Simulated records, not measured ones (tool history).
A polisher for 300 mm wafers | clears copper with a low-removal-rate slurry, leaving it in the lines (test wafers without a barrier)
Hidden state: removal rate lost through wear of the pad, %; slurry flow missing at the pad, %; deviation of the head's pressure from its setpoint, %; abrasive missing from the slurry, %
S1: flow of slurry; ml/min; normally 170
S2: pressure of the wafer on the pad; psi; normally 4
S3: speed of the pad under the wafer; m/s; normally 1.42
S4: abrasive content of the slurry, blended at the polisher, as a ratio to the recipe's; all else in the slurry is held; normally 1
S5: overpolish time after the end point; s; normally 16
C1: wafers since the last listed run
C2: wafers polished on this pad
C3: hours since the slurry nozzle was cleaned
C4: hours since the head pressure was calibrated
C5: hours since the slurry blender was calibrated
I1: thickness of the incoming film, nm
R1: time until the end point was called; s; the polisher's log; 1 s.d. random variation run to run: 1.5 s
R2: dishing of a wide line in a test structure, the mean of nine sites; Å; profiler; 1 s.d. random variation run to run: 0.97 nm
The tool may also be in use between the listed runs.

run	hour	S1	S2	S3	S4	S5	C1	C2	C3	C4	C5	I1	R1	R2
1	0	170	4	1.42	1	16	0	92	35.2	510	15.6	429.1	78.7	561
2	31	170	4	1.42	1	16	266	359	66.2	541	46.6	430.4	76.8	575
# hour 33.7: head pressure recalibrated
3	61.8	170	4	1.82	1	16	247	607	97	28.1	77.4	434.4	71.4	589
4	85.6	170	4	1.82	1	16	204	812	120.8	51.9	101.2	426.7	69.7	604
# hour 132.1: worn pad replaced by a new one
# hour 140.8: slurry blender recalibrated
5	177.7	170	4	1.82	1	16	741	375	212.9	144	36.9	424.4	67.3	607
6	193.7	170	3.1	1.42	1	16	137	513	228.9	160	52.9	424.7	111.5	406
7	222.2	170	3.1	1.42	1	16	245	758	257.4	188.5	81.4	428.1	114.4	399
8	246.1	170	4	1.42	1	16	205	964	281.3	212.4	105.3	433.2	88.1	502
# hour 279.2: worn pad replaced by a new one
# hour 284.7: slurry nozzle cleaned
# hour 286.7: slurry blender recalibrated
9	314.1	170	4	1.42	0.9	16	525	274	29.4	280.4	27.4	427.8	89.2	499
10	333.2	170	4	1.42	0.9	16	164	439	48.5	299.5	46.5	428.5	87.3	523
# hour 407.6: worn pad replaced by a new one
# hour 420.2: slurry blender recalibrated
11	440.7	170	4	1.42	0.9	16	873	268	156	407	20.5	429.4	87.5	512
# hour 454.9: head pressure recalibrated
12	457.2	170	3.2	1.58	1	16	124	392	172.5	2.3	37	433.7	98.3	443
13	490.1	170	4	1.42	1	16	283	676	205.4	35.2	69.9	423.1	85.4	501
14	506	170	4	1.42	1	16	136	812	221.3	51.1	85.8	432.7	86.4	510
15	541.1	170	4	1.26	1	16	302	1115	256.4	86.2	120.9	429.5	97.9	465
# hour 547.3: worn pad replaced by a new one
16	563.1	170	4	1.42	1	16	154	135	278.4	108.2	142.9	439.6	88.5	520
17	578.2	170	4.4	1.42	1	7	129	265	293.5	123.3	158	425.7	80.3	274
# hour 580.7: slurry nozzle cleaned
# hour 586.2: slurry blender recalibrated
18	610.7	135	4	1.42	1	16	253	519	30	155.8	24.5	425.4	90.7	477
19	634.5	195	3.1	1.42	1.1	26	204	724	53.8	179.6	48.3	426.1	106.1	653
20	656.4	145	4.7	1.42	0.75	16	188	913	75.7	201.5	70.2	426.1	82.7	558
21	681.3	170	4	1.42	1	16	214	1127	100.6	226.4	95.1	426.7	85.6	513
# hour 701.3: worn pad replaced by a new one
# hour 717.4: slurry blender recalibrated
22	717.9	170	4	1.24	1	16	263	125	137.2	263	0.5	431.6	95.8	454

The tool's hidden state at each run:
removal rate lost through wear of the pad, %: 0 on each run
slurry flow missing at the pad, %: 0 on each run
abrasive missing from the slurry, %: 0 on each run
H1: deviation of the head's pressure from its setpoint, %
run	H1
1	13.2
2	14.6
3	-1.03
4	-0.95
5	-0.196
6	0.00793
7	0.423
8	0.824
9	2.23
10	2.69
11	5.87
12	0.63
13	0.681
14	0.739
15	0.94
16	1.12
17	1.27
18	1.64
19	1.98
20	2.33
21	2.77
22	3.52
